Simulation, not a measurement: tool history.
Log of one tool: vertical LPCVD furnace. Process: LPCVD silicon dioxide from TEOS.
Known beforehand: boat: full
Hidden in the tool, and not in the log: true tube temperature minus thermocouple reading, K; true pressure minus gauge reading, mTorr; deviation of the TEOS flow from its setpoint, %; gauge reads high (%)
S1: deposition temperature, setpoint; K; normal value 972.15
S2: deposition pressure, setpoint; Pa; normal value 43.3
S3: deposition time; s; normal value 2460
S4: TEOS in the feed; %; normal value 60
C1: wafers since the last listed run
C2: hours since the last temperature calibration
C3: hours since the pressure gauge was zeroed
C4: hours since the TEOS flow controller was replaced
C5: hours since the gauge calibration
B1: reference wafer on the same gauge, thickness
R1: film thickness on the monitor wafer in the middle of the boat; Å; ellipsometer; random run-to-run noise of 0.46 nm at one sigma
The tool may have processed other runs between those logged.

run,hour,S1,S2,S3,S4,C1,C2,C3,C4,C5,B1,R1
1,0.0,972.15,35.3,2460,60,0,4164.0,3524.6,5214.1,154.1,277.06,2909.5
2,10.8,972.15,43.3,2460,60,174,4174.8,3535.4,5224.9,164.9,277.04,3223.8
3,19.2,972.15,43.3,2460,60,135,4183.2,3543.8,5233.3,173.3,276.98,3212.9
4,70.8,972.15,43.3,2460,60,835,4234.8,3595.4,5284.9,224.9,276.96,3225.4
5,79.0,972.15,43.3,2460,60,132,4243.0,3603.6,5293.1,233.1,276.99,3230.2
6,86.3,972.15,43.3,2460,60,118,4250.3,3610.9,5300.4,240.4,276.90,3232.5
7,94.2,972.15,43.3,2820,60,127,4258.2,3618.8,5308.3,248.3,277.04,3715.7
# hour 122.7: gauge calibrated
# hour 128.5: pressure gauge zeroed
# hour 132.2: thermocouples replaced and temperature profile calibrated
8,132.7,972.15,43.3,2820,60,175,0.5,4.2,5346.8,10.0,277.01,3342.5
9,136.7,972.15,43.3,2460,60,64,4.5,8.2,5350.8,14.0,277.02,2926.9
10,140.7,972.15,43.3,2460,60,64,8.5,12.2,5354.8,18.0,277.01,2916.3
11,151.6,972.15,43.3,2460,60,176,19.4,23.1,5365.7,28.9,276.96,2918.0
12,168.1,972.15,43.3,2460,60,267,35.9,39.6,5382.2,45.4,276.97,2919.2
13,178.8,972.15,43.3,2460,60,173,46.6,50.3,5392.9,56.1,277.04,2915.1
# hour 226.3: TEOS flow controller replaced
14,226.8,978.15,34.7,2460,60,388,94.6,98.3,0.5,104.1,277.02,2993.1
15,230.8,978.15,50.7,2460,67,64,98.6,102.3,4.5,108.1,277.00,3827.3
16,234.7,972.15,43.3,1740,60,63,102.5,106.2,8.4,112.0,276.92,2063.5
17,240.3,972.15,43.3,2460,60,90,108.1,111.8,14.0,117.6,276.95,2912.3
18,247.9,962.15,50.7,1860,60,122,115.7,119.4,21.6,125.2,276.97,1886.5
19,265.4,979.15,34.0,3360,68,283,133.2,136.9,39.1,142.7,276.97,4422.4
20,283.0,972.15,54.0,1500,68,284,150.8,154.5,56.7,160.3,277.04,2108.2
21,293.9,972.15,53.3,1950,51,176,161.7,165.4,67.6,171.2,277.02,2368.6
22,301.5,979.15,34.0,3360,68,122,169.3,173.0,75.2,178.8,276.91,4416.9
23,328.6,972.15,43.3,1770,60,438,196.4,200.1,102.3,205.9,277.02,2103.2
24,344.0,978.15,43.3,2460,60,249,211.8,215.5,117.7,221.3,276.97,3357.5
25,354.5,972.15,43.3,2460,60,169,222.3,226.0,128.2,231.8,277.10,2920.4

4 ways to go on from here, each from the tool as it stands after run 25. What would each give?
A,358.6,972.15,43.3,2880,60,66,226.4,230.1,132.3,235.9,?,?
B,358.6,972.15,52.7,1530,60,66,226.4,230.1,132.3,235.9,?,?
C,358.6,972.15,43.3,2040,54,66,226.4,230.1,132.3,235.9,?,?
D,358.6,965.15,43.3,2460,60,66,226.4,230.1,132.3,235.9,?,?

run,B1,R1
A,276.95,3414.7
B,276.95,1999.9
C,276.95,2294.6
D,276.95,2474.8
Without the tool's hidden state the same runs would have given:
run,R1
A,3407.3
B,1995.6
C,2289.6
D,2469.3
